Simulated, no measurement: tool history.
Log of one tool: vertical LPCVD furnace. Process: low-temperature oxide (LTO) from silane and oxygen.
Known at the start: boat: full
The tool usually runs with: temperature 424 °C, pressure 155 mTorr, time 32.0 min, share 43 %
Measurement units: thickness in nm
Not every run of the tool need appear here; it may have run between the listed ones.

run,day,temperature,pressure,time,share,"read-back reference wafer on the same gauge, thickness",thickness
1,0.000,431,155,23.5,43,363.79,239.86
2,9.017,431,155,23.5,43,364.12,240.36
3,11.179,431,155,23.5,43,363.87,240.06
4,14.721,432,155,32.0,43,364.02,330.10
5,18.300,432,155,32.0,43,364.03,327.54
6,21.683,424,155,32.0,43,363.93,304.68
7,23.638,424,155,32.0,43,363.96,303.39
8,28.029,424,155,32.0,43,363.74,310.29
9,32.208,424,125,32.0,43,363.94,249.73
10,34.554,431,155,23.5,43,363.91,244.63
11,36.629,428,155,36.0,43,364.06,363.58
12,41.038,424,155,32.0,43,364.14,310.89
13,43.912,424,185,32.0,43,364.13,370.55
14,46.508,433,155,32.0,43,363.78,338.22
15,50.729,424,155,32.0,43,363.73,310.12
16,53.258,420,120,38.5,37,363.83,234.09
17,66.683,417,175,32.0,43,364.05,326.53
18,68.204,433,180,23.0,38,363.94,246.66
19,70.767,413,115,36.0,36,364.21,187.70
20,74.117,424,155,32.0,43,364.02,309.13
21,77.992,432,155,41.0,49,364.18,479.62
22,80.629,424,155,32.0,43,363.95,308.00
23,84.883,424,155,32.0,37,364.00,260.28
24,86.708,424,155,32.0,43,363.88,307.72
25,90.954,424,155,32.0,43,364.19,308.82
26,104.096,424,155,32.0,43,363.84,306.52
27,108.004,436,170,32.0,40,364.02,349.55
28,112.412,424,180,32.0,43,363.91,357.15
29,115.875,436,155,32.0,43,363.74,344.97
30,118.892,424,175,32.0,39,363.96,311.97
31,121.862,427,120,32.0,43,363.95,244.23

Not shown here: 4 entries made in the log between runs. Locate each between two listed runs and compare the hidden state at the listed run before it with the hidden state at the listed run after it:
Runs 3 to 4: thermocouples replaced and temperature profile calibrated (day 13.879)
  deviation of the silane flow from its setpoint, %: -2.61 -> -2.79
  measured result minus the result with no hidden state, thickness: -3.65 -> -5.36 nm
Runs 6 to 7: gauge calibrated (day 22.296); pressure gauge zeroed (day 23.308)
  deviation of the silane flow from its setpoint, %: -3.15 -> -3.26
  measured result minus the result with no hidden state, thickness: -5.79 -> -5.96 nm
Runs 7 to 8: silane flow controller replaced (day 28.008)
  deviation of the silane flow from its setpoint, %: -3.26 -> -0.117
  measured result minus the result with no hidden state, thickness: -5.96 -> -0.21 nm

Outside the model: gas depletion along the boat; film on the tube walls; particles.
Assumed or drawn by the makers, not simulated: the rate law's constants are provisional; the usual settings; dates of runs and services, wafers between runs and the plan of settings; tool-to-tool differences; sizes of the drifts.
